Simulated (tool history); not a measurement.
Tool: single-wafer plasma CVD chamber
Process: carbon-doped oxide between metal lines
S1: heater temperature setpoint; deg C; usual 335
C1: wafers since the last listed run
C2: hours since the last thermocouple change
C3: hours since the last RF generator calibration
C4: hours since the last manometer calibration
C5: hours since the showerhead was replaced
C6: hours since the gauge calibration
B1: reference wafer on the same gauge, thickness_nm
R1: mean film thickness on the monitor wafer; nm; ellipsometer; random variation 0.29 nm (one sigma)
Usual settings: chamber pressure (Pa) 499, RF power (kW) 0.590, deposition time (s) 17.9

Run 1, hour 0.0: usual settings; C1 0; C2 1388.7; C3 2163.2; C4 2217.7; C5 3150.0; C6 295.1; B1 126.934. Result: R1 104.868 nm.
Run 2, hour 18.5: usual settings; C1 778; C2 1407.2; C3 2181.7; C4 2236.2; C5 3168.5; C6 313.6; B1 126.921. Result: R1 105.090 nm.
Run 3, hour 46.5: usual settings; C1 1177; C2 1435.2; C3 2209.7; C4 2264.2; C5 3196.5; C6 341.6; B1 126.971. Result: R1 104.929 nm.
Run 4, hour 61.4: usual settings; C1 626; C2 1450.1; C3 2224.6; C4 2279.1; C5 3211.4; C6 356.5; B1 126.850. Result: R1 104.413 nm.
Run 5, hour 96.0: usual settings but deposition time (s) 20.4; C1 1455; C2 1484.7; C3 2259.2; C4 2313.7; C5 3246.0; C6 391.1; B1 127.099. Result: R1 118.754 nm.
Run 6, hour 119.4: usual settings but deposition time (s) 20.4; C1 984; C2 1508.1; C3 2282.6; C4 2337.1; C5 3269.4; C6 414.5; B1 127.106. Result: R1 119.269 nm.
Run 7, hour 136.1: usual settings but S1 341 deg C; C1 702; C2 1524.8; C3 2299.3; C4 2353.8; C5 3286.1; C6 431.2; B1 127.019. Result: R1 102.397 nm.
Run 8, hour 152.5: usual settings but S1 341 deg C; C1 689; C2 1541.2; C3 2315.7; C4 2370.2; C5 3302.5; C6 447.6; B1 126.984. Result: R1 102.068 nm.
Run 9, hour 180.0: usual settings but S1 341 deg C; C1 1156; C2 1568.7; C3 2343.2; C4 2397.7; C5 3330.0; C6 475.1; B1 126.974. Result: R1 102.531 nm.
Run 10, hour 221.2: usual settings; C1 1733; C2 1609.9; C3 2384.4; C4 2438.9; C5 3371.2; C6 516.3; B1 126.933. Result: R1 104.534 nm.
At hour 231.0: gauge calibrated.
At hour 237.9: RF generator calibrated.
At hour 241.0: showerhead replaced.
Run 11, hour 241.5: usual settings; C1 387; C2 1630.2; C3 3.6; C4 2459.2; C5 0.5; C6 10.5; B1 127.143. Result: R1 101.431 nm.
Run 12, hour 258.7: usual settings; C1 723; C2 1647.4; C3 20.8; C4 2476.4; C5 17.7; C6 27.7; B1 127.086. Result: R1 101.493 nm.
Run 13, hour 283.1: usual settings but chamber pressure (Pa) 571; C1 1026; C2 1671.8; C3 45.2; C4 2500.8; C5 42.1; C6 52.1; B1 126.912. Result: R1 103.403 nm.
At hour 316.7: thermocouple changed; heater temperature recalibrated.
Run 14, hour 317.2: usual settings but S1 322 deg C, chamber pressure (Pa) 604, RF power (kW) 0.545; C1 1097; C2 0.5; C3 79.3; C4 2534.9; C5 76.2; C6 86.2; B1 126.838. Result: R1 104.831 nm.
Run 15, hour 345.5: usual settings but chamber pressure (Pa) 407; C1 1190; C2 28.8; C3 107.6; C4 2563.2; C5 104.5; C6 114.5; B1 127.068. Result: R1 99.238 nm.
At hour 360.7: RF generator calibrated, repeated, since the last time left the tool worse.
Run 16, hour 380.3: usual settings but S1 344 deg C, deposition time (s) 16.4; C1 1127; C2 63.6; C3 19.6; C4 2598.0; C5 139.3; C6 149.3; B1 126.975. Result: R1 95.200 nm.
Run 17, hour 416.0: usual settings but RF power (kW) 0.530; C1 1501; C2 99.3; C3 55.3; C4 2633.7; C5 175.0; C6 185.0; B1 126.893. Result: R1 100.775 nm.
At hour 434.0: capacitance manometer re-zeroed and calibrated.
Run 18, hour 447.3: usual settings but RF power (kW) 0.690; C1 980; C2 130.6; C3 86.6; C4 13.3; C5 206.3; C6 216.3; B1 127.063. Result: R1 116.218 nm.
Run 19, hour 479.1: usual settings but S1 348 deg C, chamber pressure (Pa) 449; C1 1337; C2 162.4; C3 118.4; C4 45.1; C5 238.1; C6 248.1; B1 127.085. Result: R1 101.097 nm.
Run 20, hour 498.3: usual settings but chamber pressure (Pa) 408; C1 807; C2 181.6; C3 137.6; C4 64.3; C5 257.3; C6 267.3; B1 127.046. Result: R1 104.826 nm.
Run 21, hour 519.2: usual settings but S1 325 deg C, RF power (kW) 0.680; C1 879; C2 202.5; C3 158.5; C4 85.2; C5 278.2; C6 288.2; B1 126.960. Result: R1 119.428 nm.
Run 22, hour 532.6: usual settings but S1 325 deg C, RF power (kW) 0.680; C1 563; C2 215.9; C3 171.9; C4 98.6; C5 291.6; C6 301.6; B1 126.898. Result: R1 119.494 nm.
Run 23, hour 550.4: usual settings but chamber pressure (Pa) 376, RF power (kW) 0.635, deposition time (s) 16.3; C1 748; C2 233.7; C3 189.7; C4 116.4; C5 309.4; C6 319.4; B1 126.999. Result: R1 98.893 nm.
Run 24, hour 596.7: usual settings; C1 1947; C2 280.0; C3 236.0; C4 162.7; C5 355.7; C6 365.7; B1 127.102. Result: R1 106.667 nm.
Run 25, hour 614.8: usual settings but chamber pressure (Pa) 376, RF power (kW) 0.635, deposition time (s) 16.3; C1 761; C2 298.1; C3 254.1; C4 180.8; C5 373.8; C6 383.8; B1 127.087. Result: R1 98.807 nm.
Run 26, hour 640.2: usual settings but S1 350 deg C, chamber pressure (Pa) 377, RF power (kW) 0.480, deposition time (s) 16.8; C1 1068; C2 323.5; C3 279.5; C4 206.2; C5 399.2; C6 409.2; B1 126.966. Result: R1 83.399 nm.
Run 27, hour 658.1: usual settings but S1 347 deg C, chamber pressure (Pa) 429, RF power (kW) 0.490, deposition time (s) 20.0; C1 752; C2 341.4; C3 297.4; C4 224.1; C5 417.1; C6 427.1; B1 126.980. Result: R1 102.202 nm.

Forecast each of these 5 alternatives for the next run:
Run A, hour 658.5: usual settings but deposition time (s) 15.9; C1 16; C2 341.8; C3 297.8; C4 224.5; C5 417.5; C6 427.5; B1 ?. Result: R1 ?.
Run B, hour 658.5: usual settings but S1 345 deg C; C1 16; C2 341.8; C3 297.8; C4 224.5; C5 417.5; C6 427.5; B1 ?. Result: R1 ?.
Run C, hour 658.5: usual settings but chamber pressure (Pa) 456; C1 16; C2 341.8; C3 297.8; C4 224.5; C5 417.5; C6 427.5; B1 ?. Result: R1 ?.
Run D, hour 658.5: usual settings but S1 327 deg C, RF power (kW) 0.680; C1 16; C2 341.8; C3 297.8; C4 224.5; C5 417.5; C6 427.5; B1 ?. Result: R1 ?.
Run E, hour 658.5: usual settings but chamber pressure (Pa) 560, RF power (kW) 0.645, deposition time (s) 16.5; C1 16; C2 341.8; C3 297.8; C4 224.5; C5 417.5; C6 427.5; B1 ?. Result: R1 ?.

run       B1       R1
  A  127.033   95.131
  B  127.033  103.259
  C  127.033  105.853
  D  127.033  118.793
  E  127.033  104.956
Without the tool's hidden state the same runs would have given:
run       R1
  A   95.746
  B  103.927
  C  106.537
  D  119.545
  E  105.635
